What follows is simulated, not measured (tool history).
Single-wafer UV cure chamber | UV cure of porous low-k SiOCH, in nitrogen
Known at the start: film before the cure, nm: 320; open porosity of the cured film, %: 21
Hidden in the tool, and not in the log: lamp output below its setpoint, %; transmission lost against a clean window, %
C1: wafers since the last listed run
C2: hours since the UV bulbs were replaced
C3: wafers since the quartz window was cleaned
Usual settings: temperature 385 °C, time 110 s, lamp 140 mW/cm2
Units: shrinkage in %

run 1 hour=0.0 | temperature=385 time=110 lamp=140 | C1=0 C2=2363.8 C3=1231 | shrinkage=8.647
run 2 hour=15.8 | temperature=385 time=110 lamp=140 | C1=143 C2=2379.6 C3=1374 | shrinkage=8.858
run 3 hour=38.2 | temperature=385 time=145 lamp=140 | C1=203 C2=2402.0 C3=1578 | shrinkage=9.603
run 4 hour=54.5 | temperature=396 time=110 lamp=140 | C1=148 C2=2418.3 C3=1726 | shrinkage=8.910
run 5 hour=78.4 | temperature=385 time=110 lamp=140 | C1=217 C2=2442.2 C3=1943 | shrinkage=8.988
run 6 hour=96.5 | temperature=385 time=110 lamp=140 | C1=164 C2=2460.3 C3=2107 | shrinkage=8.897
run 7 hour=122.7 | temperature=385 time=110 lamp=140 | C1=238 C2=2486.5 C3=2345 | shrinkage=8.700
run 8 hour=135.5 | temperature=385 time=110 lamp=140 | C1=116 C2=2499.3 C3=2462 | shrinkage=8.807
run 9 hour=163.4 | temperature=385 time=110 lamp=140 | C1=253 C2=2527.2 C3=2715 | shrinkage=8.621
run 10 hour=177.4 | temperature=378 time=110 lamp=140 | C1=127 C2=2541.2 C3=2842 | shrinkage=8.466
run 11 hour=212.2 | temperature=378 time=110 lamp=140 | C1=316 C2=2576.0 C3=3159 | shrinkage=8.362
run 12 hour=225.5 | temperature=385 time=110 lamp=140 | C1=120 C2=2589.3 C3=3279 | shrinkage=8.656
run 13 hour=243.5 | temperature=376 time=110 lamp=110 | C1=163 C2=2607.3 C3=3443 | shrinkage=7.568
run 14 hour=277.4 | temperature=385 time=170 lamp=125 | C1=308 C2=2641.2 C3=3751 | shrinkage=9.652
-- hour=325.4 quartz window cleaned
run 15 hour=340.3 | temperature=374 time=75 lamp=165 | C1=498 C2=2704.1 C3=135 | shrinkage=7.949
run 16 hour=356.5 | temperature=385 time=135 lamp=127 | C1=147 C2=2720.3 C3=282 | shrinkage=9.151
run 17 hour=389.1 | temperature=385 time=110 lamp=140 | C1=296 C2=2752.9 C3=578 | shrinkage=8.858
-- hour=397.6 UV bulbs replaced
run 18 hour=421.8 | temperature=385 time=110 lamp=140 | C1=224 C2=24.2 C3=803 | shrinkage=8.990
run 19 hour=442.2 | temperature=395 time=170 lamp=140 | C1=185 C2=44.6 C3=988 | shrinkage=10.832
run 20 hour=470.2 | temperature=365 time=45 lamp=125 | C1=254 C2=72.6 C3=1243 | shrinkage=4.742
run 21 hour=487.7 | temperature=380 time=135 lamp=110 | C1=159 C2=90.1 C3=1402 | shrinkage=8.831
run 22 hour=521.3 | temperature=372 time=110 lamp=118 | C1=305 C2=123.7 C3=1707 | shrinkage=7.888

Forecast each of these 4 alternatives for the next run:
run A hour=521.8 | temperature=385 time=170 lamp=140 | C1=4 C2=124.2 C3=1711 | shrinkage=?
run B hour=521.8 | temperature=399 time=170 lamp=164 | C1=4 C2=124.2 C3=1711 | shrinkage=?
run C hour=521.8 | temperature=385 time=110 lamp=152 | C1=4 C2=124.2 C3=1711 | shrinkage=?
run D hour=521.8 | temperature=385 time=65 lamp=111 | C1=4 C2=124.2 C3=1711 | shrinkage=?

run=A shrinkage=10.495
run=B shrinkage=11.390
run=C shrinkage=9.060
run=D shrinkage=5.875
Without the tool's hidden state the same runs would have given:
run=A shrinkage=10.738
run=B shrinkage=11.639
run=C shrinkage=9.294
run=D shrinkage=6.084
